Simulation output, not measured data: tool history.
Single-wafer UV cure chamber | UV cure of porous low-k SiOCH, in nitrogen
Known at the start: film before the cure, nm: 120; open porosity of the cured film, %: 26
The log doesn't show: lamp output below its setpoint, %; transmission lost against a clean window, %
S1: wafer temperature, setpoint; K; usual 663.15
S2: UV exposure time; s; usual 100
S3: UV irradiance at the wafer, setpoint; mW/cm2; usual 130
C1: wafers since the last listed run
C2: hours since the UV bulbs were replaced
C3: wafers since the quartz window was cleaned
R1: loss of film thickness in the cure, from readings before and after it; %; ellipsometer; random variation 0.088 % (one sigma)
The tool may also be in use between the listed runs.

Run 1, hour 0.0: usual settings; C1 0; C2 2669.5; C3 2261. Result: R1 10.744 %.
Run 2, hour 20.5: usual settings but S2 70 s; C1 147; C2 2690.0; C3 2409. Result: R1 9.090 %.
Run 3, hour 34.9: usual settings but S2 70 s; C1 103; C2 2704.4; C3 2513. Result: R1 9.014 %.
Run 4, hour 70.9: usual settings; C1 259; C2 2740.4; C3 2772. Result: R1 10.672 %.
Run 5, hour 83.1: usual settings; C1 88; C2 2752.6; C3 2860. Result: R1 10.551 %.
Run 6, hour 108.5: usual settings; C1 183; C2 2778.0; C3 3044. Result: R1 10.634 %.
Run 7, hour 122.9: usual settings but S2 60 s; C1 103; C2 2792.4; C3 3148. Result: R1 8.489 %.
Run 8, hour 166.7: usual settings; C1 316; C2 2836.2; C3 3464. Result: R1 10.548 %.
Run 9, hour 182.8: usual settings; C1 116; C2 2852.3; C3 3580. Result: R1 10.414 %.
At hour 283.1: quartz window cleaned.
Run 10, hour 283.8: usual settings but S1 651.15 K, S3 104 mW/cm2; C1 671; C2 2953.3; C3 4. Result: R1 9.462 %.
Run 11, hour 297.8: usual settings; C1 101; C2 2967.3; C3 105. Result: R1 10.675 %.
Run 12, hour 317.5: usual settings; C1 142; C2 2987.0; C3 247. Result: R1 10.557 %.
Run 13, hour 359.2: usual settings; C1 300; C2 3028.7; C3 548. Result: R1 10.587 %.
At hour 381.8: UV bulbs replaced.
Run 14, hour 382.3: usual settings but S1 650.15 K, S2 135 s, S3 112 mW/cm2; C1 108; C2 0.5; C3 657. Result: R1 10.987 %.
Run 15, hour 396.5: usual settings but S2 40 s, S3 119 mW/cm2; C1 102; C2 14.7; C3 760. Result: R1 6.316 %.
Run 16, hour 425.0: usual settings; C1 205; C2 43.2; C3 965. Result: R1 10.673 %.
Run 17, hour 457.0: usual settings but S1 669.15 K, S3 167 mW/cm2; C1 230; C2 75.2; C3 1196. Result: R1 11.966 %.
Run 18, hour 488.5: usual settings but S1 650.15 K, S2 135 s, S3 112 mW/cm2; C1 227; C2 106.7; C3 1424. Result: R1 11.090 %.
Run 19, hour 507.2: usual settings; C1 134; C2 125.4; C3 1559. Result: R1 10.537 %.
Run 20, hour 531.6: usual settings; C1 176; C2 149.8; C3 1735. Result: R1 10.628 %.

Run 21 comes next. What will it give?
Run 21, hour 558.3: usual settings but S1 657.15 K, S2 75 s, S3 90 mW/cm2; C1 192; C2 176.5; C3 1927. Result: R1 ?.

R1: 7.638 %
Without the tool's hidden state the same run would have given R1 7.638 %.

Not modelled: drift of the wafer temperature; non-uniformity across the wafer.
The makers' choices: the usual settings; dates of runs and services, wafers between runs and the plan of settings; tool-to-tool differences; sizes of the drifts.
